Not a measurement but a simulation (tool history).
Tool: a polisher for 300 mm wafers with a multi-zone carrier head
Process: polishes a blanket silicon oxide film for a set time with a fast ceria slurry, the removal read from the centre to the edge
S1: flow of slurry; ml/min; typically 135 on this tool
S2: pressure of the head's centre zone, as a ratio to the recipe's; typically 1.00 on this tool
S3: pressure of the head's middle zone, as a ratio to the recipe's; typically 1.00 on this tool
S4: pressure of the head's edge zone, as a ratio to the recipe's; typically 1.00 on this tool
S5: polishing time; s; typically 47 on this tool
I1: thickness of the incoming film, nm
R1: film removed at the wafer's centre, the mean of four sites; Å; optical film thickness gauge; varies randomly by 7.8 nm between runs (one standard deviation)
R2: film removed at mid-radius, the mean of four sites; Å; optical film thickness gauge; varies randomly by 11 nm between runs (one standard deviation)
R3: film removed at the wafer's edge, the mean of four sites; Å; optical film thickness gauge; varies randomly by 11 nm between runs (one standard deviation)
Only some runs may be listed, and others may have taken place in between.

Run 1, hour 0.0: usual settings but S4 1.07; I1 2258.0. Result: R1 7955 Å, R2 7599 Å, R3 8008 Å.
Run 2, hour 42.9: usual settings but S4 1.09; I1 2243.0. Result: R1 7826 Å, R2 7700 Å, R3 8070 Å.
Run 3, hour 98.8: usual settings but S4 1.09; I1 2290.6. Result: R1 7700 Å, R2 7585 Å, R3 7896 Å.
Run 4, hour 154.2: usual settings but S4 1.09; I1 2253.0. Result: R1 7281 Å, R2 7218 Å, R3 7480 Å.
At hour 187.4: worn pad replaced by a new one.
Run 5, hour 213.1: usual settings; I1 2251.5. Result: R1 7834 Å, R2 7825 Å, R3 8107 Å.
At hour 221.3: slurry nozzle cleaned.
At hour 236.7: carrier head's membrane replaced by a new one.
Run 6, hour 243.4: usual settings; I1 2271.9. Result: R1 7946 Å, R2 7834 Å, R3 7940 Å.
Run 7, hour 272.3: usual settings; I1 2233.7. Result: R1 7808 Å, R2 7742 Å, R3 7793 Å.
Run 8, hour 296.4: usual settings; I1 2256.1. Result: R1 7947 Å, R2 7789 Å, R3 7735 Å.
Run 9, hour 354.2: usual settings but S1 110 ml/min, S4 1.10; I1 2242.8. Result: R1 7103 Å, R2 7115 Å, R3 7628 Å.
Run 10, hour 380.8: usual settings; I1 2269.2. Result: R1 7331 Å, R2 7271 Å, R3 7516 Å.
At hour 401.7: worn pad replaced by a new one.
At hour 426.1: edge zone pressure recalibrated.
Run 11, hour 426.7: usual settings but S1 95 ml/min, S2 0.96, S3 0.96; I1 2263.8. Result: R1 6846 Å, R2 6787 Å, R3 7459 Å.
Run 12, hour 463.8: usual settings but S3 1.07, S4 0.97; I1 2269.9. Result: R1 7941 Å, R2 8047 Å, R3 7756 Å.
Run 13, hour 492.9: usual settings but S3 1.04, S4 0.92; I1 2292.4. Result: R1 7833 Å, R2 7865 Å, R3 7403 Å.
At hour 520.3: centre zone pressure recalibrated.
Run 14, hour 548.9: usual settings; I1 2279.9. Result: R1 7658 Å, R2 7296 Å, R3 7742 Å.
Run 15, hour 609.9: usual settings but S1 95 ml/min, S3 1.11, S4 0.94, S5 63 s; I1 2273.7. Result: R1 8786 Å, R2 9471 Å, R3 8996 Å.
At hour 632.3: worn pad replaced by a new one.
Run 16, hour 651.0: usual settings; I1 2257.5. Result: R1 8035 Å, R2 8141 Å, R3 8152 Å.
Run 17, hour 703.2: usual settings but S1 115 ml/min, S4 1.06, S5 59 s; I1 2268.0. Result: R1 9664 Å, R2 9500 Å, R3 10059 Å.
Run 18, hour 758.9: usual settings but S1 110 ml/min, S2 1.08, S3 0.90, S5 38 s; I1 2245.9. Result: R1 6353 Å, R2 5480 Å, R3 6012 Å.
Run 19, hour 829.4: usual settings but S1 120 ml/min, S2 0.94, S3 1.08; I1 2289.6. Result: R1 6825 Å, R2 7735 Å, R3 7348 Å.
At hour 852.1: slurry nozzle cleaned.
At hour 882.4: worn pad replaced by a new one.
Run 20, hour 884.5: usual settings but S2 0.90, S3 0.91, S4 0.90, S5 33 s; I1 2267.1. Result: R1 5137 Å, R2 5035 Å, R3 5338 Å.
Run 21, hour 913.2: usual settings; I1 2301.7. Result: R1 8114 Å, R2 7774 Å, R3 7962 Å.
Run 22, hour 959.5: usual settings but S5 39 s; I1 2253.8. Result: R1 6599 Å, R2 6434 Å, R3 6548 Å.

4 options for the next run, each taken on its own from the tool as it stands now. Forecast them:
Run A, hour 959.9: usual settings but S3 0.92; I1 2276.9. Result: R1 ?, R2 ?, R3 ?.
Run B, hour 959.9: usual settings but S2 1.10, S4 0.91; I1 2276.9. Result: R1 ?, R2 ?, R3 ?.
Run C, hour 959.9: usual settings but S4 0.92; I1 2276.9. Result: R1 ?, R2 ?, R3 ?.
Run D, hour 959.9: usual settings but S1 110 ml/min; I1 2276.9. Result: R1 ?, R2 ?, R3 ?.

run    R1    R2    R3
  A  7854  7377  7620
  B  8524  7793  7359
  C  7858  7797  7387
  D  7394  7393  7338
What these runs would have given with no unlogged condition in the tool:
run    R1    R2    R3
  A  8011  7524  7772
  B  8694  7949  7506
  C  8014  7952  7535
  D  7542  7540  7484

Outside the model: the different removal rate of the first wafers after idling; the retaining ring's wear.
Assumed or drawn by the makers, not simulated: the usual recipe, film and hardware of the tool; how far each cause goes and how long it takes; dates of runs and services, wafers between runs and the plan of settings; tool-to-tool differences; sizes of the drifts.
